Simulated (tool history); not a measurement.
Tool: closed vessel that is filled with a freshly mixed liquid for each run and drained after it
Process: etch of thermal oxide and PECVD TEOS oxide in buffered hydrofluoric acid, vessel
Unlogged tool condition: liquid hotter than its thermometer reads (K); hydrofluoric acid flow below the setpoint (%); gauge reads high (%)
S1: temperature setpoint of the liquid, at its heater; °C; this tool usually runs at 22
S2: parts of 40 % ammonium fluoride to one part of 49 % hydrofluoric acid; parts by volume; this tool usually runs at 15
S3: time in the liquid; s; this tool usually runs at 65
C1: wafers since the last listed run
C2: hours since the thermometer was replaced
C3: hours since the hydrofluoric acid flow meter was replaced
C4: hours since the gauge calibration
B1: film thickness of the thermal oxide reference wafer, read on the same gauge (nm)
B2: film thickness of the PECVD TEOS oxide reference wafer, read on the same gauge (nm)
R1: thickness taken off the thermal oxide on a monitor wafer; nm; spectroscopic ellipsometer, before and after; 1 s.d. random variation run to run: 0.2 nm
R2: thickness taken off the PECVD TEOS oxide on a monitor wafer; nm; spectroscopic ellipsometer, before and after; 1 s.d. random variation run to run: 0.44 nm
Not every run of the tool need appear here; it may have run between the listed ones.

{"run": 1, "hour": 0.0, "S1": 22, "S2": 15, "S3": 65, "C1": 0, "C2": 1378.4, "C3": 524.6, "C4": 65.1, "B1": 140.02, "B2": 70.01, "R1": 44.56, "R2": 48.21}
{"run": 2, "hour": 22.5, "S1": 22, "S2": 15, "S3": 65, "C1": 2802, "C2": 1400.9, "C3": 547.1, "C4": 87.6, "B1": 139.99, "B2": 69.98, "R1": 44.32, "R2": 48.31}
{"run": 3, "hour": 42.0, "S1": 22, "S2": 15, "S3": 65, "C1": 2429, "C2": 1420.4, "C3": 566.6, "C4": 107.1, "B1": 140.02, "B2": 70.01, "R1": 44.33, "R2": 48.45}
{"run": 4, "hour": 55.8, "S1": 22, "S2": 15, "S3": 65, "C1": 1719, "C2": 1434.2, "C3": 580.4, "C4": 120.9, "B1": 139.99, "B2": 70.01, "R1": 44.06, "R2": 48.63}
{"run": 5, "hour": 77.5, "S1": 22, "S2": 15, "S3": 65, "C1": 2703, "C2": 1455.9, "C3": 602.1, "C4": 142.6, "B1": 139.99, "B2": 70.02, "R1": 44.03, "R2": 49.39}
{"run": 6, "hour": 108.4, "S1": 22, "S2": 15, "S3": 65, "C1": 3849, "C2": 1486.8, "C3": 633, "C4": 173.5, "B1": 139.97, "B2": 70.02, "R1": 44.03, "R2": 48.24}
{"run": 7, "hour": 142.3, "S1": 27, "S2": 15, "S3": 65, "C1": 4222, "C2": 1520.7, "C3": 666.9, "C4": 207.4, "B1": 140.01, "B2": 70.03, "R1": 58, "R2": 64.42}
{"run": 8, "hour": 164.6, "S1": 22, "S2": 15, "S3": 65, "C1": 2777, "C2": 1543, "C3": 689.2, "C4": 229.7, "B1": 140, "B2": 70, "R1": 44.42, "R2": 48.74}
{"run": 9, "hour": 180.6, "S1": 22, "S2": 11.5, "S3": 65, "C1": 1993, "C2": 1559, "C3": 705.2, "C4": 245.7, "B1": 140, "B2": 70, "R1": 57.14, "R2": 63.5}
{"run": 10, "hour": 213.6, "S1": 22, "S2": 15, "S3": 65, "C1": 4110, "C2": 1592, "C3": 738.2, "C4": 278.7, "B1": 140.02, "B2": 70, "R1": 43.88, "R2": 48.25}
{"hour": 249.2, "done": "thermometer replaced"}
{"run": 11, "hour": 270.6, "S1": 22, "S2": 17.5, "S3": 35, "C1": 6975, "C2": 21.4, "C3": 795.2, "C4": 335.7, "B1": 140, "B2": 70.04, "R1": 20.26, "R2": 22.15}
{"run": 12, "hour": 293.7, "S1": 22, "S2": 20, "S3": 30, "C1": 2877, "C2": 44.5, "C3": 818.3, "C4": 358.8, "B1": 140.02, "B2": 69.98, "R1": 15.37, "R2": 17.03}
{"run": 13, "hour": 310.5, "S1": 22, "S2": 15, "S3": 65, "C1": 2092, "C2": 61.3, "C3": 835.1, "C4": 375.6, "B1": 139.99, "B2": 69.99, "R1": 43.74, "R2": 47.05}
{"run": 14, "hour": 327.9, "S1": 26, "S2": 15, "S3": 105, "C1": 2167, "C2": 78.7, "C3": 852.5, "C4": 393, "B1": 139.99, "B2": 69.97, "R1": 87.89, "R2": 96.23}
{"run": 15, "hour": 345.9, "S1": 25.5, "S2": 10, "S3": 45, "C1": 2242, "C2": 96.7, "C3": 870.5, "C4": 411, "B1": 140.01, "B2": 70.02, "R1": 54.37, "R2": 59.21}
{"run": 16, "hour": 373.4, "S1": 22, "S2": 13, "S3": 65, "C1": 3425, "C2": 124.2, "C3": 898, "C4": 438.5, "B1": 139.99, "B2": 70, "R1": 50.47, "R2": 54.82}
{"run": 17, "hour": 400.4, "S1": 22, "S2": 20, "S3": 65, "C1": 3363, "C2": 151.2, "C3": 925, "C4": 465.5, "B1": 140, "B2": 69.99, "R1": 33.14, "R2": 36.64}
{"hour": 402.7, "done": "hydrofluoric acid flow meter replaced"}
{"run": 18, "hour": 431.0, "S1": 20.5, "S2": 12, "S3": 35, "C1": 3687, "C2": 181.8, "C3": 28.3, "C4": 496.1, "B1": 140, "B2": 70.05, "R1": 28.15, "R2": 30.76}
{"run": 19, "hour": 462.0, "S1": 24, "S2": 15, "S3": 65, "C1": 3861, "C2": 212.8, "C3": 59.3, "C4": 527.1, "B1": 139.98, "B2": 70.01, "R1": 50.59, "R2": 55.5}
{"run": 20, "hour": 497.8, "S1": 24, "S2": 19.5, "S3": 55, "C1": 4459, "C2": 248.6, "C3": 95.1, "C4": 562.9, "B1": 140.01, "B2": 69.98, "R1": 33.14, "R2": 35.96}
{"run": 21, "hour": 515.3, "S1": 22, "S2": 15, "S3": 65, "C1": 2179, "C2": 266.1, "C3": 112.6, "C4": 580.4, "B1": 140, "B2": 69.99, "R1": 45.27, "R2": 49.73}
{"run": 22, "hour": 547.6, "S1": 22, "S2": 15, "S3": 65, "C1": 4023, "C2": 298.4, "C3": 144.9, "C4": 612.7, "B1": 139.99, "B2": 69.98, "R1": 45.14, "R2": 49.91}
{"run": 23, "hour": 578.0, "S1": 22, "S2": 15, "S3": 65, "C1": 3786, "C2": 328.8, "C3": 175.3, "C4": 643.1, "B1": 139.99, "B2": 69.99, "R1": 45.21, "R2": 49.1}
{"run": 24, "hour": 625.0, "S1": 17.5, "S2": 15, "S3": 95, "C1": 5854, "C2": 375.8, "C3": 222.3, "C4": 690.1, "B1": 140.01, "B2": 69.98, "R1": 51.36, "R2": 56.16}
{"run": 25, "hour": 660.3, "S1": 18.5, "S2": 10.5, "S3": 65, "C1": 4397, "C2": 411.1, "C3": 257.6, "C4": 725.4, "B1": 140.01, "B2": 70.01, "R1": 52.62, "R2": 58.08}

What if the next run were any one of these 5? Each begins from the tool's condition after run 25:
{"run": "A", "hour": 661.0, "S1": 22, "S2": 12, "S3": 65, "C1": 87, "C2": 411.8, "C3": 258.3, "C4": 726.1, "B1": "?", "B2": "?", "R1": "?", "R2": "?"}
{"run": "B", "hour": 661.0, "S1": 24.5, "S2": 17.5, "S3": 80, "C1": 87, "C2": 411.8, "C3": 258.3, "C4": 726.1, "B1": "?", "B2": "?", "R1": "?", "R2": "?"}
{"run": "C", "hour": 661.0, "S1": 22, "S2": 15, "S3": 90, "C1": 87, "C2": 411.8, "C3": 258.3, "C4": 726.1, "B1": "?", "B2": "?", "R1": "?", "R2": "?"}
{"run": "D", "hour": 661.0, "S1": 18.5, "S2": 19, "S3": 30, "C1": 87, "C2": 411.8, "C3": 258.3, "C4": 726.1, "B1": "?", "B2": "?", "R1": "?", "R2": "?"}
{"run": "E", "hour": 661.0, "S1": 17, "S2": 18, "S3": 65, "C1": 87, "C2": 411.8, "C3": 258.3, "C4": 726.1, "B1": "?", "B2": "?", "R1": "?", "R2": "?"}

run=A B1=139.99 B2=69.99 R1=56.19 R2=60.95
run=B B1=139.99 B2=69.99 R1=54.77 R2=59.4
run=C B1=139.99 B2=69.99 R1=62.51 R2=67.81
run=D B1=139.99 B2=69.99 R1=13.57 R2=14.71
run=E B1=139.99 B2=69.99 R1=28.47 R2=30.88
With no hidden state in the tool, these same runs would have given:
run=A R1=56.99 R2=61.82
run=B R1=55.55 R2=60.25
run=C R1=63.4 R2=68.77
run=D R1=13.76 R2=14.93
run=E R1=28.87 R2=31.32

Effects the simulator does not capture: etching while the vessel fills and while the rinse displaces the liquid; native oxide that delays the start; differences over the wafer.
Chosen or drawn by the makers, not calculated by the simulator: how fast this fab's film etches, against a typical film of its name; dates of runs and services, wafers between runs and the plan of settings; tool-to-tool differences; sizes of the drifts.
